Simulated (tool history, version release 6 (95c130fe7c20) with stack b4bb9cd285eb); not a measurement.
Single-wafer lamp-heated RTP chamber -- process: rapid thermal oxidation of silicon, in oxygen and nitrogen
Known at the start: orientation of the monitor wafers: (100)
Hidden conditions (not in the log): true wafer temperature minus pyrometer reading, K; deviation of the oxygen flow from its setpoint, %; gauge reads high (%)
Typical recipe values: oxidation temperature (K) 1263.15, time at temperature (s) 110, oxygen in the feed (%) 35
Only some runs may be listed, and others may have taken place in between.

| run | day | oxidation temperature (K) | time at temperature (s) | oxygen in the feed (%) | wafers since the last listed run | wafers since the last pyrometer calibration | hours since the oxygen flow controller was replaced | hours since the gauge calibration | read-back reference wafer on the same gauge, thickness | oxide thickness on the monitor wafer (angstrom) |
|---|---|---|---|---|---|---|---|---|---|---|
| 1 | 0 | 1263.15 | 110 | 35 | 0 | 4631 | 1018.5 | 1639.4 | 5.12 | 47.51 |
| 2 | 3.729 | 1263.15 | 110 | 35 | 464 | 5096 | 1108 | 1728.9 | 5.129 | 47.42 |
| 3 | 7.238 | 1263.15 | 110 | 35 | 437 | 5533 | 1192.2 | 1813.1 | 5.112 | 47.62 |
| 4 | 10.508 | 1263.15 | 110 | 35 | 407 | 5941 | 1270.7 | 1891.6 | 5.123 | 47.68 |
| 5 | 14.004 | 1272.15 | 110 | 35 | 435 | 6377 | 1354.6 | 1975.5 | 5.115 | 50.95 |
| 6 | 15.521 | 1272.15 | 110 | 35 | 189 | 6566 | 1391 | 2011.9 | 5.126 | 51.13 |
| 7 | 18.617 | 1272.15 | 110 | 35 | 385 | 6952 | 1465.3 | 2086.2 | 5.121 | 50.95 |
| 8 | 22.062 | 1263.15 | 110 | 35 | 429 | 7382 | 1548 | 2168.9 | 5.119 | 48.03 |
|  | 25.129 | pyrometer window cleaned and pyrometer calibrated |
| 9 | 25.15 | 1263.15 | 110 | 35 | 343 | 2 | 1622.1 | 2243 | 5.12 | 46.94 |
| 10 | 36.867 | 1263.15 | 110 | 35 | 1460 | 1463 | 1903.3 | 2524.2 | 5.125 | 47.04 |
| 11 | 42.662 | 1263.15 | 110 | 35 | 722 | 2186 | 2042.4 | 2663.3 | 5.121 | 47.26 |
| 12 | 48.275 | 1263.15 | 110 | 35 | 699 | 2885 | 2177.1 | 2798 | 5.128 | 47.32 |
| 13 | 50.775 | 1263.15 | 110 | 35 | 311 | 3197 | 2237.1 | 2858 | 5.118 | 47.28 |
| 14 | 54.767 | 1263.15 | 110 | 55 | 497 | 3695 | 2332.9 | 2953.8 | 5.119 | 55.13 |
| 15 | 57.658 | 1263.15 | 110 | 45 | 360 | 4055 | 2402.3 | 3023.2 | 5.121 | 51.54 |
| 16 | 61.042 | 1263.15 | 110 | 45 | 421 | 4477 | 2483.5 | 3104.4 | 5.122 | 51.28 |
|  | 64.021 | oxygen flow controller replaced |
| 17 | 64.179 | 1263.15 | 110 | 45 | 349 | 4827 | 3.8 | 3179.7 | 5.117 | 51.2 |
| 18 | 68.612 | 1263.15 | 110 | 35 | 552 | 5379 | 110.2 | 3286.1 | 5.112 | 46.97 |

Run 19 has not been measured yet. What should we expect?
| 19 | 71.079 | 1263.15 | 110 | 35 | 307 | 5687 | 169.4 | 3345.3 | ? | ? |

Run 19 yielded read-back reference wafer on the same gauge, thickness 5.124, oxide thickness on the monitor wafer (angstrom) 47.36.
Take away the tool's hidden state, keep the run-to-run variation as it was, and the same run would have given oxide thickness on the monitor wafer (angstrom) 46.61.
